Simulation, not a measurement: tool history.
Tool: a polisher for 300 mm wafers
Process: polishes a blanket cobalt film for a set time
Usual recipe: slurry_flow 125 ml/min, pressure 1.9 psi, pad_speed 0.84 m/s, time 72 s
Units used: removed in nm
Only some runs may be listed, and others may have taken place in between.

run   hour  slurry_flow  pressure  pad_speed  time  wafers since the last listed run  wafers polished on this pad  hours since the slurry nozzle was cleaned  hours since the head pressure was calibrated  incoming thickness of the incoming film, nm  removed
  1    0.0          125       2.2       1.02    72                                 0                          864                                      357.7                                         421.8                                        841.1    316.4
  2   29.4          125       2.2       1.02    72                               281                         1146                                      387.1                                         451.2                                        848.5    308.1
  3   43.1          125       2.2       1.02    72                               131                         1277                                      400.8                                         464.9                                        848.8    304.6
      61.6  -- worn pad replaced by a new one
  4   73.3          125       1.7       0.84    72                               251                          111                                      431.0                                         495.1                                        830.4    211.9
  5  105.3          125       1.9       0.84    72                               306                          418                                      463.0                                         527.1                                        834.9    229.0
  6  140.3          125       1.9       0.84    62                               335                          754                                      498.0                                         562.1                                        836.7    195.1
     206.3  -- worn pad replaced by a new one
  7  228.5          125       1.9       0.84    52                               807                          212                                      586.2                                         650.3                                        830.5    173.3
  8  245.5          125       1.9       0.84    52                               162                          375                                      603.2                                         667.3                                        833.9    167.9
     277.5  -- head pressure recalibrated
  9  311.7          125       1.9       0.84    52                               615                          991                                      669.4                                          34.2                                        841.7    159.9
 10  339.3          125       1.9       0.84    72                               264                         1255                                      697.0                                          61.8                                        854.2    221.1
     363.5  -- worn pad replaced by a new one
 11  364.0          125       1.9       0.84    72                               198                            4                                      721.7                                          86.5                                        853.7    226.2
 12  434.8          125       1.3       1.10    50                               678                          683                                      792.5                                         157.3                                        843.5    137.1
 13  452.0          125       1.9       0.70    72                               164                          848                                      809.7                                         174.5                                        847.3    195.7
     471.7  -- slurry nozzle cleaned
 14  502.7          125       2.3       1.14    72                               476                         1324                                       31.0                                         225.2                                        841.0    339.0
     511.8  -- worn pad replaced by a new one
 15  523.1          125       2.2       0.84    72                               157                          108                                       51.4                                         245.6                                        839.4    276.2
 16  549.4          125       1.9       0.84    66                               252                          360                                       77.7                                         271.9                                        856.3    215.2
 17  576.0          140       2.4       0.84    63                               255                          615                                      104.3                                         298.5                                        842.0    264.2
 18  605.4          160       1.9       0.84    72                               281                          897                                      133.7                                         327.9                                        829.6    241.9
 19  619.6           80       1.9       0.84    72                               136                         1033                                      147.9                                         342.1                                        830.9    197.4
     678.6  -- worn pad replaced by a new one
 20  684.2          125       1.9       0.84    72                               580                           53                                      212.5                                         406.7                                        822.7    239.5
 21  704.3           85       2.1       0.64    82                               192                          246                                      232.6                                         426.8                                        839.7    211.7
 22  722.6          125       1.9       0.74    72                               175                          421                                      250.9                                         445.1                                        855.6    209.7
 23  754.7          125       1.9       0.84    72                               307                          729                                      283.0                                         477.2                                        831.5    227.7

5 ways to go on from here, each from the tool as it stands after run 23. What would each give?
  A  755.1          125       1.3       0.84    72                                 3                          733                                      283.4                                         477.6                                        856.5        ?
  B  755.1          125       1.4       0.84    89                                 3                          733                                      283.4                                         477.6                                        856.5        ?
  C  755.1          125       1.9       1.10    63                                 3                          733                                      283.4                                         477.6                                        856.5        ?
  D  755.1          150       1.9       0.84    72                                 3                          733                                      283.4                                         477.6                                        856.5        ?
  E  755.1           90       2.3       1.06    50                                 3                          733                                      283.4                                         477.6                                        856.5        ?

run  removed
  A    161.3
  B    214.7
  C    258.9
  D    244.3
  E    221.6
Stripped of hidden state, with their random variation kept, the same runs would have yielded:
run  removed
  A    165.9
  B    220.8
  C    266.3
  D    251.2
  E    227.9
